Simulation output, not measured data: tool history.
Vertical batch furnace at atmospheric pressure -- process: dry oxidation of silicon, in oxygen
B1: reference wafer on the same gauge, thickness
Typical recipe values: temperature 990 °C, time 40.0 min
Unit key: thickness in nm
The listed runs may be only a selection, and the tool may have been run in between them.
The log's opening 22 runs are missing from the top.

Run 23, day 57.746: usual settings but temperature 976 °C, time 47.0 min; B1 67.12. Result: thickness 76.55 nm.
Run 24, day 65.092: usual settings but time 34.5 min; B1 66.90. Result: thickness 72.14 nm.
Run 25, day 66.708: usual settings but temperature 975 °C, time 56.5 min; B1 66.81. Result: thickness 81.57 nm.
Run 26, day 67.967: usual settings but temperature 998 °C, time 47.5 min; B1 66.69. Result: thickness 83.94 nm.
Run 27, day 70.896: usual settings but temperature 970 °C, time 47.5 min; B1 66.71. Result: thickness 74.48 nm.
Run 28, day 72.746: usual settings but temperature 1001 °C, time 59.5 min; B1 66.64. Result: thickness 93.16 nm.
Run 29, day 79.504: usual settings; B1 66.44. Result: thickness 75.71 nm.
Run 30, day 81.838: usual settings but temperature 1002 °C, time 59.0 min; B1 66.42. Result: thickness 93.33 nm.

Each row is a separate what-if for the run after 30, all from the same tool condition, not one after another. Results?
Run A, day 82.050: usual settings; B1 ?. Result: thickness ?.
Run B, day 82.050: usual settings but temperature 982 °C, time 30.5 min; B1 ?. Result: thickness ?.
Run C, day 82.050: usual settings but temperature 975 °C, time 34.5 min; B1 ?. Result: thickness ?.
Run D, day 82.050: usual settings but time 60.0 min; B1 ?. Result: thickness ?.
Run E, day 82.050: usual settings but temperature 1008 °C; B1 ?. Result: thickness ?.

run     B1  thickness
  A  66.45      75.90
  B  66.45      67.09
  C  66.45      68.08
  D  66.45      89.39
  E  66.45      81.88
With the hidden condition removed and each run's random variation left untouched, the same runs would have given:
run  thickness
  A      77.56
  B      68.56
  C      69.58
  D      91.35
  E      83.67
